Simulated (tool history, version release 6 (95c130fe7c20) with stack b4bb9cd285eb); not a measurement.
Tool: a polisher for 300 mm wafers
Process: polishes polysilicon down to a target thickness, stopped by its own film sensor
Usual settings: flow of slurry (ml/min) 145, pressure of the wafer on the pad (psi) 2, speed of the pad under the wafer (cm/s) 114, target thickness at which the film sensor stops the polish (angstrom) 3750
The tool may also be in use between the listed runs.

| run | hour | flow of slurry (ml/min) | pressure of the wafer on the pad (psi) | speed of the pad under the wafer (cm/s) | target thickness at which the film sensor stops the polish (angstrom) | incoming thickness of the incoming film, nm | time until the film sensor stopped the polish (s) |
|---|---|---|---|---|---|---|---|
| 1 | 0 | 170 | 2 | 114 | 3750 | 696.6 | 40.3 |
| 2 | 68.6 | 170 | 2 | 114 | 3750 | 700.6 | 43.9 |
|  | 75.7 | slurry nozzle cleaned |
| 3 | 129.5 | 170 | 2 | 114 | 3750 | 688.9 | 42.6 |
| 4 | 193.1 | 145 | 2 | 114 | 3750 | 702.4 | 45.5 |
| 5 | 220.8 | 145 | 2 | 114 | 3750 | 706 | 46.3 |
|  | 348.9 | worn pad replaced by a new one |
| 6 | 425.4 | 145 | 2 | 114 | 3750 | 700.1 | 45.5 |
|  | 434.7 | slurry nozzle cleaned |
| 7 | 479.6 | 145 | 2 | 114 | 3750 | 703 | 45.4 |
| 8 | 538.5 | 145 | 2 | 114 | 3750 | 700.5 | 45.5 |
| 9 | 608.5 | 145 | 2 | 114 | 3750 | 689.2 | 45.8 |
| 10 | 634.1 | 145 | 2 | 114 | 3750 | 699 | 45.9 |
| 11 | 695.7 | 145 | 2 | 114 | 3750 | 703.6 | 45.8 |
|  | 707.8 | worn pad replaced by a new one, of another model than before |
| 12 | 721.5 | 145 | 2 | 114 | 3750 | 712.3 | 44.6 |
|  | 741.7 | slurry nozzle cleaned |
| 13 | 761.5 | 145 | 2 | 114 | 3750 | 704.9 | 46.3 |
|  | 764.9 | head pressure recalibrated |
| 14 | 813.7 | 145 | 2 | 114 | 3750 | 697 | 44.5 |
| 15 | 881 | 145 | 2 | 114 | 3750 | 695.6 | 46 |
| 16 | 926.3 | 185 | 2.2 | 142 | 2920 | 692.7 | 45.6 |
|  | 1007.1 | worn pad replaced by a new one |
| 17 | 1034.5 | 130 | 2 | 114 | 3750 | 696.7 | 42.7 |

Run 18 comes next. What will it give?
|  | 1060.8 | slurry nozzle cleaned |
| 18 | 1091.4 | 145 | 2 | 114 | 3750 | 695.5 | ? |

Run 18 gave time until the film sensor stopped the polish (s) 43.4.
Without the tool's hidden state the same run would have given time until the film sensor stopped the polish (s) 41.5.
